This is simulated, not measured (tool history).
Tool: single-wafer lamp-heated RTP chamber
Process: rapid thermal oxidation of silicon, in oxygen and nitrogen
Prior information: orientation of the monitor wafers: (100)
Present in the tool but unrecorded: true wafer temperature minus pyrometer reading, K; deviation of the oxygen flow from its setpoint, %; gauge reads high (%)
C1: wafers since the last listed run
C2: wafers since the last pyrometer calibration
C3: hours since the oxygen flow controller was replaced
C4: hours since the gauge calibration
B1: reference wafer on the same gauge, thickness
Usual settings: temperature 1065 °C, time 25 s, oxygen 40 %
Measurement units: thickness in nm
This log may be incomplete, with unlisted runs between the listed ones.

Run 1, hour 0: usual settings; C1 0; C2 2285; C3 3932.1; C4 177.2; B1 4.09. Result: thickness 5.016 nm.
Run 2, hour 23.3: usual settings; C1 311; C2 2596; C3 3955.4; C4 200.5; B1 4.092. Result: thickness 5.005 nm.
Run 3, hour 49.7: usual settings; C1 352; C2 2949; C3 3981.8; C4 226.9; B1 4.092. Result: thickness 5.023 nm.
Run 4, hour 76.7: usual settings; C1 360; C2 3310; C3 4008.8; C4 253.9; B1 4.089. Result: thickness 5.03 nm.
At hour 115.5: pyrometer window cleaned and pyrometer calibrated.
Run 5, hour 116: usual settings but temperature 1087 °C, time 17 s; C1 418; C2 6; C3 4048.1; C4 293.2; B1 4.09. Result: thickness 4.895 nm.
At hour 126.1: gauge calibrated.
At hour 152.6: oxygen flow controller replaced.
Run 6, hour 153.1: usual settings but temperature 1087 °C, time 17 s; C1 388; C2 395; C3 0.5; C4 27; B1 4.09. Result: thickness 4.911 nm.
Run 7, hour 183.6: usual settings but temperature 1087 °C, time 17 s; C1 407; C2 802; C3 31; C4 57.5; B1 4.088. Result: thickness 4.904 nm.
Run 8, hour 210.8: usual settings but temperature 1055 °C, time 32 s, oxygen 50 %; C1 363; C2 1166; C3 58.2; C4 84.7; B1 4.091. Result: thickness 5.563 nm.
Run 9, hour 222.9: usual settings but time 30 s; C1 161; C2 1328; C3 70.3; C4 96.8; B1 4.091. Result: thickness 5.369 nm.
Run 10, hour 256.4: usual settings; C1 447; C2 1775; C3 103.8; C4 130.3; B1 4.09. Result: thickness 4.993 nm.
Run 11, hour 284.4: usual settings but temperature 1087 °C, time 17 s; C1 374; C2 2149; C3 131.8; C4 158.3; B1 4.088. Result: thickness 4.924 nm.
Run 12, hour 306.8: usual settings but temperature 1092 °C, time 29 s, oxygen 51 %; C1 299; C2 2449; C3 154.2; C4 180.7; B1 4.09. Result: thickness 6.882 nm.
Run 13, hour 332.3: usual settings but time 22 s; C1 340; C2 2790; C3 179.7; C4 206.2; B1 4.095. Result: thickness 4.75 nm.
Run 14, hour 351.3: usual settings but temperature 1093 °C, time 19 s, oxygen 48 %; C1 253; C2 3044; C3 198.7; C4 225.2; B1 4.089. Result: thickness 5.69 nm.

Run 15 comes next. What will it give?
Run 15, hour 380.5: usual settings but oxygen 32 %; C1 390; C2 3434; C3 227.9; C4 254.4; B1 ?. Result: thickness ?.

Run 15 measured B1 4.089, thickness 4.662 nm.
On a tool with no hidden condition, and with the same random variation, this run would have come out at thickness 4.607 nm.
